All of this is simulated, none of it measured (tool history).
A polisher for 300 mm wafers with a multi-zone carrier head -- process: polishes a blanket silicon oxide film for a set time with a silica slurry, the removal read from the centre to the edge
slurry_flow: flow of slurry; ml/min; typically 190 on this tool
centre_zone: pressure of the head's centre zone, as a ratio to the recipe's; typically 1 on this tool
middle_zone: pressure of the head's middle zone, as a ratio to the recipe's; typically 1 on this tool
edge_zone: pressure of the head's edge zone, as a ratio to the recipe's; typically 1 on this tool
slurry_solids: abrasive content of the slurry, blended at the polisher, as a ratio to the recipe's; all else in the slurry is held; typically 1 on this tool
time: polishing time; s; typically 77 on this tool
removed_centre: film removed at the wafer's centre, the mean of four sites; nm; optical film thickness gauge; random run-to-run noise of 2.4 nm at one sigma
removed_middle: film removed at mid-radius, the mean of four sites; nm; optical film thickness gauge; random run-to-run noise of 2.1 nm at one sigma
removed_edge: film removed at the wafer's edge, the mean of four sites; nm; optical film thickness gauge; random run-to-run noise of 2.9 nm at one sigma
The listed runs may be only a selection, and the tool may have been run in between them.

| run | hour | slurry_flow | centre_zone | middle_zone | edge_zone | slurry_solids | time | wafers since the last listed run | wafers polished on this pad | hours since the slurry nozzle was cleaned | hours since the centre zone pressure was calibrated | hours since the edge zone pressure was calibrated | hours since the carrier head's membrane was replaced | incoming thickness of the incoming film, nm | removed_centre | removed_middle | removed_edge |
|---|---|---|---|---|---|---|---|---|---|---|---|---|---|---|---|---|---|
| 1 | 0 | 190 | 1 | 1 | 1 | 1 | 77 | 0 | 1899 | 268.2 | 928.4 | 868.6 | 1671.7 | 822.7 | 342.6 | 317.8 | 319.2 |
|  | 43 | worn pad replaced by a new one |
| 2 | 61.7 | 190 | 1 | 1 | 1 | 1 | 77 | 480 | 155 | 329.9 | 990.1 | 930.3 | 1733.4 | 804.7 | 343.7 | 316.1 | 323.9 |
|  | 89 | slurry nozzle cleaned |
| 3 | 99.4 | 190 | 1 | 1 | 1 | 1 | 77 | 305 | 461 | 10.4 | 1027.8 | 968 | 1771.1 | 814.5 | 342.3 | 311.1 | 322.6 |
| 4 | 136.8 | 190 | 1 | 1 | 1 | 1 | 77 | 311 | 772 | 47.8 | 1065.2 | 1005.4 | 1808.5 | 797 | 347.3 | 314.5 | 324.6 |
| 5 | 201.7 | 190 | 1 | 1 | 1 | 1 | 77 | 540 | 1313 | 112.7 | 1130.1 | 1070.3 | 1873.4 | 809.3 | 344.8 | 318.5 | 318.7 |
|  | 228 | edge zone pressure recalibrated |
| 6 | 258.5 | 190 | 1 | 1 | 1 | 1 | 77 | 456 | 1770 | 169.5 | 1186.9 | 30.5 | 1930.2 | 823.1 | 350.9 | 316.6 | 318.9 |
| 7 | 293.7 | 190 | 0.91 | 1 | 1 | 1 | 77 | 293 | 2063 | 204.7 | 1222.1 | 65.7 | 1965.4 | 808.5 | 312.9 | 316.8 | 317.7 |
|  | 321.8 | worn pad replaced by a new one |
| 8 | 376.7 | 165 | 1 | 0.93 | 1.11 | 1 | 77 | 658 | 457 | 287.7 | 1305.1 | 148.7 | 2048.4 | 808.7 | 338.4 | 292.2 | 330.1 |
| 9 | 414.4 | 210 | 0.92 | 1.12 | 1 | 0.8 | 77 | 314 | 771 | 325.4 | 1342.8 | 186.4 | 2086.1 | 826.1 | 293.8 | 311.2 | 288.4 |
|  | 425.8 | slurry nozzle cleaned |
|  | 448.5 | centre zone pressure recalibrated |
| 10 | 459.5 | 190 | 0.96 | 1 | 0.92 | 1 | 77 | 350 | 1122 | 33.7 | 11 | 231.5 | 2131.2 | 819.5 | 302.2 | 316 | 307.5 |
|  | 522.9 | carrier head's membrane replaced by a new one |
| 11 | 523.4 | 190 | 1 | 1 | 1 | 1 | 77 | 490 | 1612 | 97.6 | 74.9 | 295.4 | 0.5 | 803.2 | 326.2 | 314.7 | 322.2 |
| 12 | 565 | 190 | 0.88 | 1 | 1 | 1 | 77 | 346 | 1959 | 139.2 | 116.5 | 337 | 42.1 | 801.9 | 285.7 | 315.7 | 316.6 |
|  | 607.9 | worn pad replaced by a new one |
| 13 | 635.8 | 150 | 1 | 1.04 | 1 | 1.25 | 99 | 556 | 232 | 210 | 187.3 | 407.8 | 112.9 | 802.7 | 437.5 | 438 | 438.1 |
| 14 | 690.8 | 190 | 1 | 0.96 | 1.09 | 1 | 56 | 458 | 690 | 265 | 242.3 | 462.8 | 167.9 | 807.5 | 236.3 | 221.9 | 241.1 |
| 15 | 749.6 | 190 | 0.88 | 1 | 1 | 0.8 | 77 | 489 | 1180 | 323.8 | 301.1 | 521.6 | 226.7 | 805.6 | 255.8 | 282.3 | 287.4 |
|  | 771.8 | slurry nozzle cleaned |
| 16 | 868.7 | 190 | 1.06 | 1 | 1 | 1 | 77 | 984 | 2164 | 96.9 | 420.2 | 640.7 | 345.8 | 810.1 | 347.9 | 316.3 | 317.5 |
|  | 886.8 | worn pad replaced by a new one |
| 17 | 930.6 | 190 | 1 | 1 | 1 | 1 | 77 | 482 | 365 | 158.8 | 482.1 | 702.6 | 407.7 | 801.6 | 330.4 | 315.2 | 322.8 |
| 18 | 962 | 190 | 1 | 1 | 1 | 1 | 77 | 261 | 626 | 190.2 | 513.5 | 734 | 439.1 | 802.6 | 332.1 | 312.7 | 322.7 |
| 19 | 998.9 | 190 | 0.93 | 1 | 1 | 1 | 77 | 307 | 934 | 227.1 | 550.4 | 770.9 | 476 | 822.1 | 306.3 | 312.1 | 320.4 |
| 20 | 1060.6 | 190 | 1 | 1 | 1 | 1 | 77 | 514 | 1448 | 288.8 | 612.1 | 832.6 | 537.7 | 807.9 | 329.9 | 316.7 | 316.7 |
|  | 1101.3 | slurry nozzle cleaned |
| 21 | 1130.1 | 190 | 1 | 1 | 1 | 1 | 77 | 570 | 2019 | 28.8 | 681.6 | 902.1 | 607.2 | 810.6 | 334.7 | 312.7 | 318.6 |
| 22 | 1155.6 | 230 | 1 | 0.96 | 1 | 1 | 54 | 212 | 2231 | 54.3 | 707.1 | 927.6 | 632.7 | 811.5 | 237.5 | 220.6 | 228.6 |

Take each entry between the runs: how does the hidden state at the last listed run before it differ from the hidden state at the first listed run after it?
Between runs 1 and 2: worn pad replaced by a new one (hour 43)
  deviation of the centre zone's pressure from its setpoint, %: 6.76 -> 7.1
  difference, measured minus the result without the unlogged condition, removed_centre: +21.9 -> +23 nm
Between runs 2 and 3: slurry nozzle cleaned (hour 89)
  deviation of the centre zone's pressure from its setpoint, %: 7.1 -> 7.3
  difference, measured minus the result without the unlogged condition, removed_centre: +23 -> +23.5 nm
Between runs 5 and 6: edge zone pressure recalibrated (hour 228)
  deviation of the centre zone's pressure from its setpoint, %: 7.86 -> 8.17
  difference, measured minus the result without the unlogged condition, removed_centre: +25.3 -> +26.7 nm
Between runs 7 and 8: worn pad replaced by a new one (hour 321.8)
  deviation of the centre zone's pressure from its setpoint, %: 8.36 -> 8.82
  difference, measured minus the result without the unlogged condition, removed_centre: +24.5 -> +27.6 nm
Between runs 9 and 10: slurry nozzle cleaned (hour 425.8); centre zone pressure recalibrated (hour 448.5)
  deviation of the centre zone's pressure from its setpoint, %: 9.02 -> -0.375
  difference, measured minus the result without the unlogged condition, removed_centre: +24.7 -> -1.2 nm
Between runs 10 and 11: carrier head's membrane replaced by a new one (hour 522.9)
  deviation of the centre zone's pressure from its setpoint, %: -0.375 -> -0.0257
  difference, measured minus the result without the unlogged condition, removed_centre: -1.2 -> -0.1 nm
Between runs 12 and 13: worn pad replaced by a new one (hour 607.9)
  deviation of the centre zone's pressure from its setpoint, %: 0.201 -> 0.588
  difference, measured minus the result without the unlogged condition, removed_centre: +0.6 -> +2.6 nm
Between runs 15 and 16: slurry nozzle cleaned (hour 771.8)
  deviation of the centre zone's pressure from its setpoint, %: 1.21 -> 1.86
  difference, measured minus the result without the unlogged condition, removed_centre: +3.1 -> +6.4 nm
Between runs 16 and 17: worn pad replaced by a new one (hour 886.8)
  deviation of the centre zone's pressure from its setpoint, %: 1.86 -> 2.2
  difference, measured minus the result without the unlogged condition, removed_centre: +6.4 -> +7.2 nm
Between runs 20 and 21: slurry nozzle cleaned (hour 1101.3)
  deviation of the centre zone's pressure from its setpoint, %: 2.91 -> 3.29
  difference, measured minus the result without the unlogged condition, removed_centre: +9.4 -> +10.8 nm
